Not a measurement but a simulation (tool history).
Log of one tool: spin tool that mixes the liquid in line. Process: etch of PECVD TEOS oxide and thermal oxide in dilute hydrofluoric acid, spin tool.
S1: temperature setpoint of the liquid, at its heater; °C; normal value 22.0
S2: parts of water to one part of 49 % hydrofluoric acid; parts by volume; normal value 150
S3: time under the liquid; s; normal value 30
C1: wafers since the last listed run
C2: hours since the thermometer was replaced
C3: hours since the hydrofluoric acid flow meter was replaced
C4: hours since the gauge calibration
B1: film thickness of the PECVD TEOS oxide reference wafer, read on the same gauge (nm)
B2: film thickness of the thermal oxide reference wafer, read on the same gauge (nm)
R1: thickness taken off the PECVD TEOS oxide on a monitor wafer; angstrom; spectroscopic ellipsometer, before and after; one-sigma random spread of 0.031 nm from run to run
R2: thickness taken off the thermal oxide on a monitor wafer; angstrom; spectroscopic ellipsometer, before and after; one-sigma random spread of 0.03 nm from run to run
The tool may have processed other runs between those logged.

run	hour	S1	S2	S3	C1	C2	C3	C4	B1	B2	R1	R2
1	0.0	25.5	150	30	0	2506.2	1157.5	124.4	109.996	129.978	47.50	8.51
2	12.5	22.0	150	30	208	2518.7	1170.0	136.9	109.986	130.015	41.81	7.15
3	43.4	22.0	150	30	516	2549.6	1200.9	167.8	110.004	129.994	41.21	6.97
4	64.9	19.5	150	20	359	2571.1	1222.4	189.3	110.012	130.016	25.11	3.98
5	87.9	19.5	150	20	384	2594.1	1245.4	212.3	109.998	130.026	24.90	4.04
6	117.1	19.5	150	20	487	2623.3	1274.6	241.5	109.975	129.983	24.90	4.06
7	146.2	22.0	150	30	485	2652.4	1303.7	270.6	109.998	130.007	41.14	6.69
8	161.8	22.0	150	30	260	2668.0	1319.3	286.2	109.999	130.008	40.75	6.62
9	178.6	22.0	150	45	280	2684.8	1336.1	303.0	110.017	129.999	62.11	9.92
# hour 254.7: thermometer replaced
10	263.7	22.0	150	45	1404	9.0	1421.2	388.1	109.983	129.992	66.67	11.49
11	295.3	22.0	150	30	527	40.6	1452.8	419.7	110.007	129.997	44.81	7.25
12	322.0	22.0	150	30	445	67.3	1479.5	446.4	109.986	129.975	44.55	7.59
13	339.8	18.0	200	30	297	85.1	1497.3	464.2	110.005	130.025	27.20	4.44
14	352.4	22.0	150	15	210	97.7	1509.9	476.8	110.006	130.014	22.12	3.76
15	367.9	22.0	150	30	258	113.2	1525.4	492.3	109.982	130.005	44.08	7.68
16	380.4	22.0	120	45	208	125.7	1537.9	504.8	110.003	130.003	86.96	13.58
17	409.6	18.0	150	15	487	154.9	1567.1	534.0	110.003	130.004	18.95	3.06
18	432.9	19.0	150	15	389	178.2	1590.4	557.3	110.029	129.989	19.63	3.31
19	449.0	20.5	150	15	268	194.3	1606.5	573.4	110.004	130.004	20.88	3.41

For run 20, what comes out?
20	468.8	22.0	150	45	330	214.1	1626.3	593.2	?	?	?	?

B1: 109.985
B2: 129.994
R1: 65.60 angstrom
R2: 10.65 angstrom
The same run, on a tool lacking any hidden state, would have yielded R1 74.75 angstrom, R2 12.14 angstrom.
